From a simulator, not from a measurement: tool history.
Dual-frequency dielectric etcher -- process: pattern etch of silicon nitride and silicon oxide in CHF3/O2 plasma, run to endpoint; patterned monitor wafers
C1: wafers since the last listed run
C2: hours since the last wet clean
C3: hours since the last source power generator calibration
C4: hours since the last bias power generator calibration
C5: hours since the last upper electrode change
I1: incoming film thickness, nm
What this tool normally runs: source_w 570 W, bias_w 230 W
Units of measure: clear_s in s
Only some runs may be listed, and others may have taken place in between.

run 1 hour=0 | source_w=570 bias_w=230 | C1=0 C2=10.6 C3=2118.5 C4=1560.4 C5=3199.9 | I1=287.3 | clear_s=198.7
run 2 hour=61.3 | source_w=570 bias_w=230 | C1=571 C2=71.9 C3=2179.8 C4=1621.7 C5=3261.2 | I1=288.2 | clear_s=195.9
run 3 hour=115.6 | source_w=570 bias_w=230 | C1=506 C2=126.2 C3=2234.1 C4=1676 C5=3315.5 | I1=283.4 | clear_s=189.5
run 4 hour=175.4 | source_w=570 bias_w=230 | C1=557 C2=186 C3=2293.9 C4=1735.8 C5=3375.3 | I1=283.8 | clear_s=192
run 5 hour=221.4 | source_w=570 bias_w=230 | C1=428 C2=232 C3=2339.9 C4=1781.8 C5=3421.3 | I1=286.5 | clear_s=190.8
run 6 hour=274 | source_w=610 bias_w=230 | C1=490 C2=284.6 C3=2392.5 C4=1834.4 C5=3473.9 | I1=286.4 | clear_s=187.3
run 7 hour=327.1 | source_w=610 bias_w=230 | C1=495 C2=337.7 C3=2445.6 C4=1887.5 C5=3527 | I1=285 | clear_s=184.6
run 8 hour=373.9 | source_w=650 bias_w=258 | C1=436 C2=384.5 C3=2492.4 C4=1934.3 C5=3573.8 | I1=283.8 | clear_s=172
-- hour=389.9 source power generator calibrated
run 9 hour=416.1 | source_w=650 bias_w=258 | C1=356 C2=426.7 C3=26.2 C4=1976.5 C5=3616 | I1=285.8 | clear_s=174.3
run 10 hour=470 | source_w=650 bias_w=258 | C1=502 C2=480.6 C3=80.1 C4=2030.4 C5=3669.9 | I1=284.7 | clear_s=173.4
-- hour=494.2 wet clean of the chamber
run 11 hour=526.6 | source_w=570 bias_w=230 | C1=303 C2=32.4 C3=136.7 C4=2087 C5=3726.5 | I1=287.7 | clear_s=195.9
run 12 hour=587.2 | source_w=570 bias_w=287 | C1=565 C2=93 C3=197.3 C4=2147.6 C5=3787.1 | I1=284.1 | clear_s=180.1
run 13 hour=611.4 | source_w=570 bias_w=282 | C1=225 C2=117.2 C3=221.5 C4=2171.8 C5=3811.3 | I1=287.6 | clear_s=180.8
-- hour=642.1 bias power generator calibrated
run 14 hour=654.3 | source_w=500 bias_w=230 | C1=362 C2=160.1 C3=264.4 C4=12.2 C5=3854.2 | I1=286.5 | clear_s=203.9
-- hour=788.4 upper electrode replaced
run 15 hour=808.6 | source_w=650 bias_w=258 | C1=1214 C2=314.4 C3=418.7 C4=166.5 C5=20.2 | I1=286.2 | clear_s=176.6
run 16 hour=838 | source_w=610 bias_w=201 | C1=274 C2=343.8 C3=448.1 C4=195.9 C5=49.6 | I1=284.1 | clear_s=193.3
run 17 hour=889.5 | source_w=570 bias_w=269 | C1=480 C2=395.3 C3=499.6 C4=247.4 C5=101.1 | I1=287.3 | clear_s=176.6
run 18 hour=919.8 | source_w=680 bias_w=230 | C1=282 C2=425.6 C3=529.9 C4=277.7 C5=131.4 | I1=285.9 | clear_s=178.5
run 19 hour=952.1 | source_w=650 bias_w=285 | C1=301 C2=457.9 C3=562.2 C4=310 C5=163.7 | I1=282.7 | clear_s=165.4
run 20 hour=994.4 | source_w=630 bias_w=203 | C1=394 C2=500.2 C3=604.5 C4=352.3 C5=206 | I1=288.1 | clear_s=193.8
run 21 hour=1022.7 | source_w=680 bias_w=246 | C1=263 C2=528.5 C3=632.8 C4=380.6 C5=234.3 | I1=286.5 | clear_s=172.1

Forecast each of these 3 alternatives for the next run:
run A hour=1023.2 | source_w=440 bias_w=230 | C1=4 C2=529 C3=633.3 C4=381.1 C5=234.8 | I1=287.2 | clear_s=?
run B hour=1023.2 | source_w=570 bias_w=200 | C1=4 C2=529 C3=633.3 C4=381.1 C5=234.8 | I1=287.2 | clear_s=?
run C hour=1023.2 | source_w=490 bias_w=181 | C1=4 C2=529 C3=633.3 C4=381.1 C5=234.8 | I1=287.2 | clear_s=?

run=A clear_s=202.9
run=B clear_s=198
run=C clear_s=215.9
Had the tool no hidden state, the same runs would have come out as:
run=A clear_s=213.9
run=B clear_s=208.8
run=C clear_s=227.7

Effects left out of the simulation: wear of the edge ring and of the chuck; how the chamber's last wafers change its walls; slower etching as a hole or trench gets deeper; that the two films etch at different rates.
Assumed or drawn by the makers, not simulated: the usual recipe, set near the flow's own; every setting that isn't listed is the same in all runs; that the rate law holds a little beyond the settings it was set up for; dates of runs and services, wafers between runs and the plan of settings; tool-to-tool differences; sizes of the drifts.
